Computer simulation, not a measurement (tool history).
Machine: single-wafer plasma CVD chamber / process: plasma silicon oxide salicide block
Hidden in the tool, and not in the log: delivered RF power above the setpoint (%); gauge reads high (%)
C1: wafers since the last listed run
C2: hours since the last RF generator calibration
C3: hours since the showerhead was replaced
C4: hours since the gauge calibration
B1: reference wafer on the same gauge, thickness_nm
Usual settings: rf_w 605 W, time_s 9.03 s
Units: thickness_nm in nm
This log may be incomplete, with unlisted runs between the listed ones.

{"run": 1, "day": 0.0, "rf_w": 605, "time_s": 10, "C1": 0, "C2": 2174.5, "C3": 6534.9, "C4": 602.8, "B1": 92.289, "thickness_nm": 105.195}
{"run": 2, "day": 4.946, "rf_w": 605, "time_s": 10, "C1": 4864, "C2": 2293.2, "C3": 6653.6, "C4": 721.5, "B1": 92.287, "thickness_nm": 105.379}
{"run": 3, "day": 6.112, "rf_w": 520, "time_s": 9.03, "C1": 1147, "C2": 2321.2, "C3": 6681.6, "C4": 749.5, "B1": 92.3, "thickness_nm": 89.981}
{"run": 4, "day": 7.704, "rf_w": 520, "time_s": 9.03, "C1": 1565, "C2": 2359.4, "C3": 6719.8, "C4": 787.7, "B1": 92.24, "thickness_nm": 90.286}
{"run": 5, "day": 9.508, "rf_w": 605, "time_s": 7.97, "C1": 1774, "C2": 2402.7, "C3": 6763.1, "C4": 831, "B1": 92.361, "thickness_nm": 83.366}
{"run": 6, "day": 15.154, "rf_w": 605, "time_s": 7.97, "C1": 5553, "C2": 2538.2, "C3": 6898.6, "C4": 966.5, "B1": 92.23, "thickness_nm": 83.059}
{"day": 16.979, "done": "RF generator calibrated"}
{"run": 7, "day": 17.567, "rf_w": 605, "time_s": 7.97, "C1": 2045, "C2": 14.1, "C3": 6956.5, "C4": 1024.4, "B1": 92.245, "thickness_nm": 86.069}
{"run": 8, "day": 20.15, "rf_w": 530, "time_s": 9.03, "C1": 2540, "C2": 76.1, "C3": 7018.5, "C4": 1086.4, "B1": 92.31, "thickness_nm": 93.114}
{"day": 21.254, "done": "gauge calibrated"}
{"run": 9, "day": 21.542, "rf_w": 605, "time_s": 9.03, "C1": 1368, "C2": 109.5, "C3": 7051.9, "C4": 6.9, "B1": 92.288, "thickness_nm": 97.577}
{"run": 10, "day": 23.004, "rf_w": 690, "time_s": 9.62, "C1": 1438, "C2": 144.6, "C3": 7087, "C4": 42, "B1": 92.283, "thickness_nm": 108.457}
{"day": 28.596, "done": "showerhead replaced"}
{"run": 11, "day": 28.617, "rf_w": 520, "time_s": 9.03, "C1": 5192, "C2": 279.3, "C3": 0.5, "C4": 176.7, "B1": 92.351, "thickness_nm": 92.733}
{"run": 12, "day": 30.788, "rf_w": 540, "time_s": 8.05, "C1": 2135, "C2": 331.4, "C3": 52.6, "C4": 228.8, "B1": 92.313, "thickness_nm": 83.367}
{"run": 13, "day": 32.879, "rf_w": 605, "time_s": 9.74, "C1": 2057, "C2": 381.6, "C3": 102.8, "C4": 279, "B1": 92.296, "thickness_nm": 105.376}
{"run": 14, "day": 34.062, "rf_w": 605, "time_s": 9.03, "C1": 1163, "C2": 410, "C3": 131.2, "C4": 307.4, "B1": 92.279, "thickness_nm": 97.495}
{"run": 15, "day": 35.1, "rf_w": 505, "time_s": 10.29, "C1": 1020, "C2": 434.9, "C3": 156.1, "C4": 332.3, "B1": 92.251, "thickness_nm": 104.343}
{"run": 16, "day": 37.258, "rf_w": 680, "time_s": 9.03, "C1": 2122, "C2": 486.7, "C3": 207.9, "C4": 384.1, "B1": 92.301, "thickness_nm": 101.367}
{"run": 17, "day": 38.554, "rf_w": 700, "time_s": 10.15, "C1": 1274, "C2": 517.8, "C3": 239, "C4": 415.2, "B1": 92.228, "thickness_nm": 115.321}
{"run": 18, "day": 39.817, "rf_w": 505, "time_s": 10.29, "C1": 1241, "C2": 548.1, "C3": 269.3, "C4": 445.5, "B1": 92.351, "thickness_nm": 104.413}
{"run": 19, "day": 42.475, "rf_w": 705, "time_s": 7.73, "C1": 2614, "C2": 611.9, "C3": 333.1, "C4": 509.3, "B1": 92.342, "thickness_nm": 87.832}
{"run": 20, "day": 44.221, "rf_w": 670, "time_s": 8.57, "C1": 1717, "C2": 653.8, "C3": 375, "C4": 551.2, "B1": 92.33, "thickness_nm": 95.54}

What the log doesn't show, run by run:
gauge reads high (%): 0 in every run
H1: delivered RF power above the setpoint (%)
run=1 H1=-7.69
run=2 H1=-8.51
run=3 H1=-8.71
run=4 H1=-8.98
run=5 H1=-9.3
run=6 H1=-10.3
run=7 H1=-0.863
run=8 H1=-0.872
run=9 H1=-0.881
run=10 H1=-0.895
run=11 H1=-0.983
run=12 H1=-1.03
run=13 H1=-1.09
run=14 H1=-1.12
run=15 H1=-1.15
run=16 H1=-1.23
run=17 H1=-1.28
run=18 H1=-1.33
run=19 H1=-1.44
run=20 H1=-1.52

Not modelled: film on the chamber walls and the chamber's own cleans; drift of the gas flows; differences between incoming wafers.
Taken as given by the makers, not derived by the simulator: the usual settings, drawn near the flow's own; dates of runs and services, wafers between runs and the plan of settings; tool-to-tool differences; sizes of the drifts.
